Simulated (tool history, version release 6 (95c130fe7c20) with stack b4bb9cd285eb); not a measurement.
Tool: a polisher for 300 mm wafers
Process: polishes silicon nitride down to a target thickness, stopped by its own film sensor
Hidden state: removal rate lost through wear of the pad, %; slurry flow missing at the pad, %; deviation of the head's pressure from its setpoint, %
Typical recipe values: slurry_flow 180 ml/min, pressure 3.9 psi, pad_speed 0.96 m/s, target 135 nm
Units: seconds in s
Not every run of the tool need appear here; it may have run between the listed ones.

run	hour	slurry_flow	pressure	pad_speed	target	wafers since the last listed run	wafers polished on this pad	hours since the slurry nozzle was cleaned	hours since the head pressure was calibrated	incoming thickness of the incoming film, nm	seconds
1	0	180	3.9	0.96	135	0	1566	211.3	110.8	226.9	46
2	54	180	5	0.96	135	335	1902	265.3	164.8	227.5	35.7
3	93.1	180	5	0.96	135	243	2145	304.4	203.9	231.9	35.9
4	155	180	3.9	1.16	135	384	2529	366.3	265.8	229.3	40
5	363.6	180	3.9	0.96	135	1296	3826	574.9	474.4	229.5	44.4
6	441.8	180	3.9	0.96	135	486	4312	653.1	552.6	233.3	47.4
# hour 504: slurry nozzle cleaned
7	513.1	180	3.9	0.96	135	436	4749	9.1	623.9	234.3	50
# hour 564: worn pad replaced by a new one
8	616.5	180	3.9	0.96	135	617	326	112.5	727.3	233.5	47
9	660.8	180	3.9	0.96	135	275	601	156.8	771.6	230.7	46.6
10	748.4	180	3.9	0.96	135	544	1146	244.4	859.2	229.8	46.7
# hour 784.5: head pressure recalibrated
11	829.2	180	3.9	0.96	135	489	1636	325.2	44.7	229.5	45
12	930.1	180	3.9	0.96	135	627	2263	426.1	145.6	228.2	45.5
13	979.8	180	3.9	0.96	135	308	2571	475.8	195.3	231.6	48.5
14	1046.5	180	3.9	0.8	135	414	2986	542.5	262	226.2	51.4
15	1139	160	3.9	0.96	135	574	3561	635	354.5	225.8	45.8
# hour 1186.4: slurry nozzle cleaned
16	1225	140	3.9	0.96	135	528	4089	38.6	440.5	230	46.7
17	1271.2	150	3.1	1.18	118	287	4376	84.8	486.7	230.1	60.4
# hour 1298.2: worn pad replaced by a new one
18	1325.1	180	3.9	0.96	135	310	167	138.7	540.6	227.1	45
19	1391.3	180	5	1.24	148	411	578	204.9	606.8	230.8	26.3
20	1627.3	145	3.2	0.74	135	1466	2045	440.9	842.8	231	70
21	1693.7	180	3.9	0.96	135	412	2457	507.3	909.2	234.1	49.1
22	1799.3	130	4.7	0.96	102	656	3114	612.9	1014.8	226.4	51.7
# hour 1855.2: head pressure recalibrated
23	1903.6	245	2.8	0.96	135	635	3749	717.2	48.4	229.1	62.7
24	1941.7	180	3.9	0.96	135	236	3986	755.3	86.5	231.6	46.9
# hour 1972.5: worn pad replaced by a new one
25	2016.1	180	5.2	0.84	135	437	271	829.7	160.9	228.7	39.4
# hour 2029.4: slurry nozzle cleaned
26	2093.9	140	2.7	0.96	119	477	748	64.5	238.7	229.6	80.3
27	2174.7	180	5	0.96	164	502	1250	145.3	319.5	225.9	23.9
28	2265.6	160	3.9	0.96	135	564	1815	236.2	410.4	229.9	46.8
29	2330.9	180	5.3	0.96	135	405	2221	301.5	475.7	232.5	35
30	2422.9	180	3.9	1.24	152	571	2793	393.5	567.7	227.1	30.7
31	2511.5	135	3.9	1.08	135	550	3343	482.1	656.3	232.4	44.9
32	2558.3	180	2.6	0.96	165	290	3634	528.9	703.1	228.6	47.3
# hour 2649.8: worn pad replaced by a new one
33	2657	235	3.5	1.08	157	588	44	627.6	801.8	230.6	35.3
# hour 2687.7: head pressure recalibrated
34	2746.2	135	3.9	1.08	135	541	586	716.8	58.5	233	44.9
35	2817.7	180	3.9	0.72	135	444	1030	788.3	130	231.6	59.8
36	2856.5	180	3.9	0.96	135	241	1272	827.1	168.8	227.6	45.3
# hour 2911.4: slurry nozzle cleaned
37	2961	160	3.9	0.78	154	643	1915	49.6	273.3	225.5	41.4
38	3019.9	130	2.6	1.08	135	366	2281	108.5	332.2	229.6	65.3

Predict each of these 3 candidate next runs independently; none follows another, all start after run 38:
A	3020.3	130	3.9	0.96	135	2	2283	108.9	332.6	234	?
B	3020.3	135	5.2	0.82	145	2	2283	108.9	332.6	234	?
C	3020.3	180	3.9	1.16	159	2	2283	108.9	332.6	234	?

run	seconds
A	50.6
B	38.5
C	31.9
Had the tool no hidden state, the same runs would have come out as:
run	seconds
A	50.6
B	38.5
C	31.9
